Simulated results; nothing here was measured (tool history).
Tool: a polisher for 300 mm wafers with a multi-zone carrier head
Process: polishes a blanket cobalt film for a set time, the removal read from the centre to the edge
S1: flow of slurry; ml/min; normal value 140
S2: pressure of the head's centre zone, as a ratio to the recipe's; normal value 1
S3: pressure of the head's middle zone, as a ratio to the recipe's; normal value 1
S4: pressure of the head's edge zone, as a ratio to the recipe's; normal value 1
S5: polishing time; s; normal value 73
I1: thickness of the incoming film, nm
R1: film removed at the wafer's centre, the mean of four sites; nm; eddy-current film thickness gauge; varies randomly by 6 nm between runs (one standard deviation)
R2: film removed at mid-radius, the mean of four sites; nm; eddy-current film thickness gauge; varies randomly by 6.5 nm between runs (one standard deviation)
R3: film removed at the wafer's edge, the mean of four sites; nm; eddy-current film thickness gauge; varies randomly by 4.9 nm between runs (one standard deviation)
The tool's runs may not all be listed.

run    day   S1    S2    S3    S4  S5      I1     R1     R2     R3
  1      0  140     1     1     1  73  1201.6  402.2  468.9  451.9
  2    0.5  140     1     1     1  73  1223.7  397.2  467.7  451.4
     0.846  -- worn pad replaced by a new one
  3    0.9  140     1     1     1  73    1228  403.2  475.4  448.9
  4  1.433  140     1     1     1  73  1215.5  396.6  474.4  456.1
  5  1.771  140     1     1     1  73  1213.4  398.5  467.8  457.4
  6  2.471  140     1     1     1  73  1223.7  400.4  461.1  464.8
      2.75  -- carrier head's membrane replaced by a new one
  7  2.771  125     1     1     1  73  1231.3  391.9  469.6  453.4
     4.254  -- slurry nozzle cleaned
  8  4.929  140     1     1     1  73  1219.5  395.2  473.3  464.3
  9  5.208  140     1     1   1.1  73  1205.2  387.2  472.8  477.4
     5.646  -- worn pad replaced by a new one, of another model than before
 10  5.667  140     1     1   1.1  73  1221.3  400.7  471.2  475.7
 11  6.046   95  1.12  0.92     1  73  1224.4  421.6  428.7  444.1
     6.154  -- centre zone pressure recalibrated
 12  6.362  155     1  1.09  1.03  86  1217.4  538.2  582.9  546.9
     6.608  -- edge zone pressure recalibrated
 13  6.996  140     1     1     1  73  1224.8  440.7  480.2  448.3
 14  7.462  140  1.08     1     1  73  1213.7  479.3  473.1  453.9
 15  8.012  140     1     1     1  73    1216  432.4  465.3    465
 16  8.346  155  0.94     1     1  84  1217.3  474.4  546.3    536
 17  8.638  140  1.07  0.93  0.89  63  1237.5    392  387.2  370.8

Alternative continuations, all from the tool just after run 17; predict every row:
  A  8.654  140     1   1     1  73  1222.2   ?   ?   ?
  B  8.654  140     1   1  0.93  84  1222.2   ?   ?   ?
  C  8.654  100  0.96   1     1  66  1222.2   ?   ?   ?

run     R1     R2     R3
  A  433.5  470.9    454
  B  498.9    542  504.7
  C  361.1  410.9  400.2
The same runs, with their run-to-run variation unchanged, on a tool lacking any hidden condition would have given:
run     R1     R2     R3
  A  457.3  470.8    454
  B  526.3  541.8  504.7
  C    381  410.8  400.2

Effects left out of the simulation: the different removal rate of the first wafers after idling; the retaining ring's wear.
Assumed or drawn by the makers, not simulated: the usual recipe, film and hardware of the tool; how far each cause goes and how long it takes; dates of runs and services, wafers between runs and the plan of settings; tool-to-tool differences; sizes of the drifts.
